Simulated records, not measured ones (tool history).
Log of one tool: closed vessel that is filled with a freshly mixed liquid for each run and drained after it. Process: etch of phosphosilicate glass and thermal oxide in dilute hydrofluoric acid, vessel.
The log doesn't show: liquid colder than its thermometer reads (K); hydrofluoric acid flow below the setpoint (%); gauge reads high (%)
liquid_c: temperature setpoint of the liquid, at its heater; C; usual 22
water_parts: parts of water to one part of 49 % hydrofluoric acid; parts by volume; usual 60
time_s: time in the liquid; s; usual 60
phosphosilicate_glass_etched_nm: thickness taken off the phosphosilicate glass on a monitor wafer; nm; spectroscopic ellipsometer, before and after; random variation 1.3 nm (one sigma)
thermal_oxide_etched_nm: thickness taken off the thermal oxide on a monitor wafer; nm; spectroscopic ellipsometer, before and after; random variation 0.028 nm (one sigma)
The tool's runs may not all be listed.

run,day,liquid_c,water_parts,time_s,wafers since the last listed run,hours since the thermometer was replaced,hours since the hydrofluoric acid flow meter was replaced,hours since the gauge calibration,"read-back film thickness of the phosphosilicate glass reference wafer, read on the same gauge (nm)","read-back film thickness of the thermal oxide reference wafer, read on the same gauge (nm)",phosphosilicate_glass_etched_nm,thermal_oxide_etched_nm
1,0,22,60,60,0,128.5,113.6,2282.4,80.02,120.002,134.99,4.52
2,2.612,22,60,60,3888,191.2,176.3,2345.1,79.98,120.013,132.95,4.449
3,5.342,22,60,60,4062,256.7,241.8,2410.6,79.98,119.977,133.97,4.393
4,16.833,22,60,70,17106,532.5,517.6,2686.4,79.98,119.987,154.58,5.088
5,20.129,19.5,60,60,4906,611.6,596.7,2765.5,79.97,119.998,116.89,3.837
6,24.588,22,60,60,6636,718.6,703.7,2872.5,80.03,120.008,129.57,4.26
# day 25.517: hydrofluoric acid flow meter replaced
7,28.958,22,60,60,6444,823.5,82.6,2977.4,80,120.023,128.32,4.209
# day 31.521: gauge calibrated
8,32.921,22,50,60,5898,918.6,177.7,33.6,79.96,120.037,153.41,5.095
9,35.329,22,60,60,3584,976.4,235.5,91.4,80,120,127.37,4.195
10,37.108,22,60,60,2648,1019.1,278.2,134.1,80,119.992,124.67,4.164
11,40.275,20,60,60,4713,1095.1,354.2,210.1,80.01,119.999,115.19,3.776
# day 41.896: thermometer replaced
12,42.846,18.5,80,75,3764,22.8,415.9,271.8,79.99,120,109.51,3.634
13,47.629,20.5,30,60,7120,137.6,530.7,386.6,80.02,119.984,267.02,8.755
# day 50.683: hydrofluoric acid flow meter replaced
14,51.454,22,45,40,5631,229.4,18.5,478.4,79.99,120.014,120.91,4.08
15,55.421,24.5,85,60,5904,324.6,113.7,573.6,80.03,120.004,102.66,3.373
16,57.079,22,45,60,2468,364.4,153.5,613.4,80.01,119.988,180.94,6.012
17,60.817,19.5,80,45,5563,454.1,243.2,703.1,80.06,119.994,66,2.164
18,63.971,18.5,60,70,4695,529.8,318.9,778.8,80,120.01,132.23,4.401
19,66.6,26.5,60,60,3913,592.9,382,841.9,80.05,119.99,159.5,5.265
20,69.475,22,35,60,4279,661.9,451,910.9,79.98,120.01,230.97,7.602
21,72.433,24,60,60,4403,732.9,522,981.9,79.97,120.02,142.43,4.634
22,76.017,22,40,60,5334,818.9,608,1067.9,80.01,119.988,200.87,6.496
23,79.342,22,60,40,4949,898.7,687.8,1147.7,80.01,120.024,85.65,2.855
24,81.046,24.5,60,60,2536,939.6,728.7,1188.6,80.03,120.007,142.69,4.698
# day 81.404: hydrofluoric acid flow meter replaced
25,85.688,25,40,80,6847,1051,102.8,1300,79.98,120,297.83,9.753
26,87.492,22,60,90,2685,1094.3,146.1,1343.3,80.03,120.001,192.68,6.228

Hidden state or all else? Some run-to-run changes of phosphosilicate_glass_etched_nm, split into what the settings, what came in and random variation would give without the hidden state, and what is left for the hidden state (with any gauge scatter that isn't in both results):
Run 11 -> 12: liquid_c 20 -> 18.5, water_parts 60 -> 80, time_s 60 -> 75, thermometer replaced. phosphosilicate_glass_etched_nm -5.68 nm: hidden state +12.24, all else -17.92.
Run 12 -> 13: liquid_c 18.5 -> 20.5, water_parts 80 -> 30, time_s 75 -> 60. phosphosilicate_glass_etched_nm +157.51 nm: hidden state -3.02, all else +160.53.
Run 24 -> 25: liquid_c 24.5 -> 25, water_parts 60 -> 40, time_s 60 -> 80, hydrofluoric acid flow meter replaced. phosphosilicate_glass_etched_nm +155.14 nm: hidden state -15.35, all else +170.49.
